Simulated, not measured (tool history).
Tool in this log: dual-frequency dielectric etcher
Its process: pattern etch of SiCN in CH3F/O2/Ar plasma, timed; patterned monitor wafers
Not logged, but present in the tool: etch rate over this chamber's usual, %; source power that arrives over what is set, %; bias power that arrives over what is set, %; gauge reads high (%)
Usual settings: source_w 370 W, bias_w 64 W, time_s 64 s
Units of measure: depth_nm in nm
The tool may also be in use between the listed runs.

run,day,source_w,bias_w,time_s,wafers since the last listed run,hours since the last wet clean,hours since the last source power generator calibration,hours since the last bias power generator calibration,hours since the last upper electrode change,hours since the gauge calibration,"read-back reference wafer on the same gauge, depth_nm",depth_nm
1,0,370,64,64,0,174.4,776.8,2075.3,1600.3,762,17.6,21.12
2,2.421,370,64,64,924,232.5,834.9,2133.4,1658.4,820.1,17.6,20.88
3,5.046,330,64,64,1002,295.5,897.9,2196.4,1721.4,883.1,17.63,20.04
4,7.567,330,64,64,963,356,958.4,2256.9,1781.9,943.6,17.62,19.93
5,9.825,330,64,64,862,410.2,1012.6,2311.1,1836.1,997.8,17.61,20.09
6,11.592,370,57,57,675,452.6,1055,2353.5,1878.5,1040.2,17.62,18.13
7,13.054,370,57,57,558,487.7,1090.1,2388.6,1913.6,1075.3,17.6,18.1
# day 13.062: gauge calibrated
# day 15.267: wet clean of the chamber
8,15.938,370,57,57,719,16.1,1159.3,2457.8,1982.8,69,17.6,18.05
9,20.412,370,64,64,1709,123.5,1266.7,2565.2,2090.2,176.4,17.65,20.92
10,22.362,370,64,64,745,170.3,1313.5,2612,2137,223.2,17.57,21.08
11,23.754,370,64,64,531,203.7,1346.9,2645.4,2170.4,256.6,17.6,21.11
12,26.304,370,64,64,974,264.9,1408.1,2706.6,2231.6,317.8,17.59,21.03
# day 28.712: bias power generator calibrated
13,28.912,410,64,77,932,327.5,1470.7,4.8,2294.2,380.4,17.6,26.48
14,30.142,370,64,64,469,357,1500.2,34.3,2323.7,409.9,17.59,20.93
15,32.079,320,56,77.5,740,403.5,1546.7,80.8,2370.2,456.4,17.6,23.2
16,33.154,410,64,64,410,429.3,1572.5,106.6,2396,482.2,17.62,21.72
17,34.421,460,50,53.5,483,459.7,1602.9,137,2426.4,512.6,17.57,17.89
18,36.096,400,76,53,639,499.9,1643.1,177.2,2466.6,552.8,17.59,18.68
19,37.646,320,64,73,592,537.1,1680.3,214.4,2503.8,590,17.59,22.71
# day 39.629: upper electrode replaced
# day 39.717: wet clean of the chamber
20,43.508,390,51,69,1824,91,1821,355.1,93.1,730.7,17.61,21.61
21,46.45,400,53,77,1123,161.6,1891.6,425.7,163.7,801.3,17.63,24.78
# day 49.088: source power generator calibrated
22,49.375,430,69,72,1053,231.8,6.9,495.9,233.9,871.5,17.65,25.45
23,51.762,370,64,48,912,289.1,64.2,553.2,291.2,928.8,17.61,15.85
24,54.271,370,64,64,958,349.3,124.4,613.4,351.4,989,17.6,20.96
25,55.375,290,77,77.5,421,375.8,150.9,639.9,377.9,1015.5,17.64,24.48
26,57.429,370,57,57,784,425.1,200.2,689.2,427.2,1064.8,17.6,18.15
# day 58.825: gauge calibrated
27,59.446,370,64,53.5,770,473.5,248.6,737.6,475.6,14.9,17.64,17.61
# day 62.179: wet clean of the chamber
28,62.2,370,72,74.5,670,0.5,314.7,803.7,541.7,81,17.58,25.43
29,63.742,310,64,52.5,589,37.5,351.7,840.7,578.7,118,17.62,16.13
30,66.45,320,64,64,1034,102.5,416.7,905.7,643.7,183,17.61,19.86
31,69.096,310,69,64,1010,166,480.2,969.2,707.2,246.5,17.6,20.1

Take each entry between the runs: how does the hidden state at the last listed run before it differ from the hidden state at the first listed run after it?
Between runs 7 and 8: gauge calibrated (day 13.062); wet clean of the chamber (day 15.267)
  the hidden state is the same at both runs
Between runs 12 and 13: bias power generator calibrated (day 28.712)
  the hidden state is the same at both runs
Between runs 19 and 20: upper electrode replaced (day 39.629); wet clean of the chamber (day 39.717)
  the hidden state is the same at both runs
Between runs 21 and 22: source power generator calibrated (day 49.088)
  the hidden state is the same at both runs
Between runs 26 and 27: gauge calibrated (day 58.825)
  the hidden state is the same at both runs
Between runs 27 and 28: wet clean of the chamber (day 62.179)
  the hidden state is the same at both runs

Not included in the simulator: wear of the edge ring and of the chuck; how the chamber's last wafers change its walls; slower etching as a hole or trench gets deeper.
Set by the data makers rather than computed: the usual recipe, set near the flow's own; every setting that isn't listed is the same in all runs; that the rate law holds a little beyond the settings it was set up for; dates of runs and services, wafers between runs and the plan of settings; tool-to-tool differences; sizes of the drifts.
